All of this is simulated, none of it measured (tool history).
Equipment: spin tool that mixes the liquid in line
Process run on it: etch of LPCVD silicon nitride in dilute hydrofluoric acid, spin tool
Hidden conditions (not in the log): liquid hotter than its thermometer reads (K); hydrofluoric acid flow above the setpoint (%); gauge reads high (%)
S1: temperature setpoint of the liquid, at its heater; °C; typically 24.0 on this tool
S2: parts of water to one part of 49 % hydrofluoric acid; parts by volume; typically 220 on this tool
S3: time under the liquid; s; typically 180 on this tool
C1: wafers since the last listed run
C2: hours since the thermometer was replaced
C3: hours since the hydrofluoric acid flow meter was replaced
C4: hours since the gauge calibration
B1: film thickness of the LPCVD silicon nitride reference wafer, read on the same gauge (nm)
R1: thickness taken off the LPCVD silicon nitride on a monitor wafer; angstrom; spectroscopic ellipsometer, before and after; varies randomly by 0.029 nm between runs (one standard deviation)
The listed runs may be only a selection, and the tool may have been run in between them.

run,hour,S1,S2,S3,C1,C2,C3,C4,B1,R1
1,0.0,24.0,220,180,0,1728.4,778.4,129.3,110.003,4.32
2,12.2,20.5,220,180,107,1740.6,790.6,141.5,109.996,3.42
3,28.3,20.5,220,180,141,1756.7,806.7,157.6,110.038,3.35
4,43.2,20.5,220,180,130,1771.6,821.6,172.5,110.026,3.33
5,61.2,24.0,265,180,158,1789.6,839.6,190.5,109.982,3.54
6,86.1,24.0,265,180,218,1814.5,864.5,215.4,110.027,3.22
7,98.2,26.0,160,180,106,1826.6,876.6,227.5,110.038,5.73
8,105.6,26.5,325,180,65,1834.0,884.0,234.9,110.037,3.03
# hour 116.5: gauge calibrated
# hour 117.1: hydrofluoric acid flow meter replaced
9,121.8,24.0,220,180,133,1850.2,4.7,5.3,110.018,3.84
# hour 150.3: thermometer replaced
10,168.6,20.5,220,180,402,18.3,51.5,52.1,109.971,2.79
11,177.4,21.0,220,180,77,27.1,60.3,60.9,109.946,3.01
12,191.6,21.0,220,255,124,41.3,74.5,75.1,109.973,4.75
13,205.0,19.5,220,180,117,54.7,87.9,88.5,109.987,2.55
14,221.2,24.0,220,245,142,70.9,104.1,104.7,110.010,4.95
15,232.6,24.0,220,180,100,82.3,115.5,116.1,109.991,3.82

Run-by-run hidden state of the tool:
liquid hotter than its thermometer reads (K): 0 across all the runs
hydrofluoric acid flow above the setpoint (%): 0 across all the runs
gauge reads high (%): 0 across all the runs
